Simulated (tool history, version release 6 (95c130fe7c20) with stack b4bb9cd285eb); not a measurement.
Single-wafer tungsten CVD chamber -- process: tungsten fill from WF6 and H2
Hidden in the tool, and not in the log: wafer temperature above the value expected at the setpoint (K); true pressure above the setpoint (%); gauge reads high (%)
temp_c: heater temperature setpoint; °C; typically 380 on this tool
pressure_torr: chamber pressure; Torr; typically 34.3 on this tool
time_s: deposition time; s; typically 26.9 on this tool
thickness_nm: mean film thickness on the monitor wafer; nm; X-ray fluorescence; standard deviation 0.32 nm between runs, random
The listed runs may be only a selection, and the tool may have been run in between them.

| run | day | temp_c | pressure_torr | time_s | wafers since the last listed run | hours since the last thermocouple change | hours since the last manometer calibration | hours since the showerhead was replaced | hours since the gauge calibration | read-back reference wafer on the same gauge, thickness_nm | thickness_nm |
|---|---|---|---|---|---|---|---|---|---|---|---|
| 1 | 0 | 369 | 34.3 | 26.9 | 0 | 2107.5 | 3003.5 | 4807.4 | 423.8 | 60.015 | 40.097 |
|  | 0.058 | gauge calibrated |
| 2 | 1.438 | 380 | 34.3 | 26.9 | 691 | 2142 | 3038 | 4841.9 | 33.1 | 59.996 | 51.891 |
| 3 | 2.604 | 380 | 34.3 | 26.9 | 560 | 2170 | 3066 | 4869.9 | 61.1 | 60.015 | 52.399 |
| 4 | 3.771 | 380 | 34.3 | 26.9 | 560 | 2198 | 3094 | 4897.9 | 89.1 | 60.031 | 51.746 |
| 5 | 4.454 | 380 | 34.3 | 26.9 | 328 | 2214.4 | 3110.4 | 4914.3 | 105.5 | 60.077 | 51.594 |
| 6 | 5.846 | 380 | 34.3 | 26.9 | 669 | 2247.8 | 3143.8 | 4947.7 | 138.9 | 59.979 | 51.627 |
| 7 | 6.767 | 380 | 34.3 | 26.9 | 442 | 2269.9 | 3165.9 | 4969.8 | 161 | 59.997 | 51.872 |
| 8 | 7.662 | 380 | 34.3 | 26.9 | 430 | 2291.4 | 3187.4 | 4991.3 | 182.5 | 59.987 | 51.425 |
| 9 | 9.117 | 380 | 34.3 | 26.9 | 699 | 2326.3 | 3222.3 | 5026.2 | 217.4 | 59.956 | 51.298 |
| 10 | 10.492 | 380 | 29.7 | 30.1 | 661 | 2359.3 | 3255.3 | 5059.2 | 250.4 | 60.007 | 53.727 |
|  | 11.154 | thermocouple changed; heater temperature recalibrated |
| 11 | 11.229 | 380 | 29.7 | 30.1 | 194 | 1.8 | 3273 | 5076.9 | 268.1 | 60.044 | 61.681 |
|  | 12.538 | capacitance manometer re-zeroed and calibrated |
| 12 | 12.638 | 390 | 34.3 | 26.9 | 516 | 35.6 | 2.4 | 5110.7 | 301.9 | 60.061 | 72.812 |
| 13 | 13.604 | 380 | 31.8 | 25.3 | 464 | 58.8 | 25.6 | 5133.9 | 325.1 | 59.955 | 52.622 |
| 14 | 14.462 | 380 | 34.3 | 23.5 | 412 | 79.4 | 46.2 | 5154.5 | 345.7 | 60.003 | 50.351 |
|  | 16.046 | showerhead replaced |
| 15 | 16.067 | 380 | 34.3 | 26.9 | 610 | 117.9 | 84.7 | 0.5 | 384.2 | 60.01 | 57.861 |
| 16 | 16.362 | 391 | 41.7 | 22.1 | 142 | 125 | 91.8 | 7.6 | 391.3 | 60.098 | 66.712 |
| 17 | 17.792 | 369 | 34.3 | 26.9 | 687 | 159.3 | 126.1 | 41.9 | 425.6 | 59.972 | 44.6 |
|  | 19.942 | gauge calibrated |
| 18 | 20.396 | 390 | 34.3 | 26.9 | 1251 | 221.8 | 188.6 | 104.4 | 10.9 | 60.04 | 71.494 |
| 19 | 21.588 | 370 | 30.4 | 23.4 | 572 | 250.4 | 217.2 | 133 | 39.5 | 59.979 | 37.788 |
| 20 | 24.742 | 367 | 26.4 | 22.9 | 1516 | 326.1 | 292.9 | 208.7 | 115.2 | 60.075 | 31.465 |
| 21 | 25.967 | 371 | 41.1 | 28.6 | 588 | 355.5 | 322.3 | 238.1 | 144.6 | 59.967 | 52.719 |
| 22 | 27.262 | 380 | 39.1 | 29.3 | 622 | 386.6 | 353.4 | 269.2 | 175.7 | 60.011 | 66.041 |
| 23 | 28 | 394 | 39.7 | 22 | 354 | 404.3 | 371.1 | 286.9 | 193.4 | 59.973 | 67.742 |

What if the next run were any one of these 4? Each begins from the tool's condition after run 23:
| A | 28.017 | 393 | 34.3 | 26.9 | 8 | 404.7 | 371.5 | 287.3 | 193.8 | ? | ? |
| B | 28.017 | 391 | 34.3 | 26.9 | 8 | 404.7 | 371.5 | 287.3 | 193.8 | ? | ? |
| C | 28.017 | 376 | 34.3 | 28.9 | 8 | 404.7 | 371.5 | 287.3 | 193.8 | ? | ? |
| D | 28.017 | 392 | 30 | 22.1 | 8 | 404.7 | 371.5 | 287.3 | 193.8 | ? | ? |

| run | read-back reference wafer on the same gauge, thickness_nm | thickness_nm |
|---|---|---|
| A | 59.98 | 75.136 |
| B | 59.98 | 72.007 |
| C | 59.98 | 55.211 |
| D | 59.98 | 56.753 |
Without the tool's hidden state the same runs would have given:
| run | thickness_nm |
|---|---|
| A | 78.032 |
| B | 74.802 |
| C | 57.553 |
| D | 58.948 |

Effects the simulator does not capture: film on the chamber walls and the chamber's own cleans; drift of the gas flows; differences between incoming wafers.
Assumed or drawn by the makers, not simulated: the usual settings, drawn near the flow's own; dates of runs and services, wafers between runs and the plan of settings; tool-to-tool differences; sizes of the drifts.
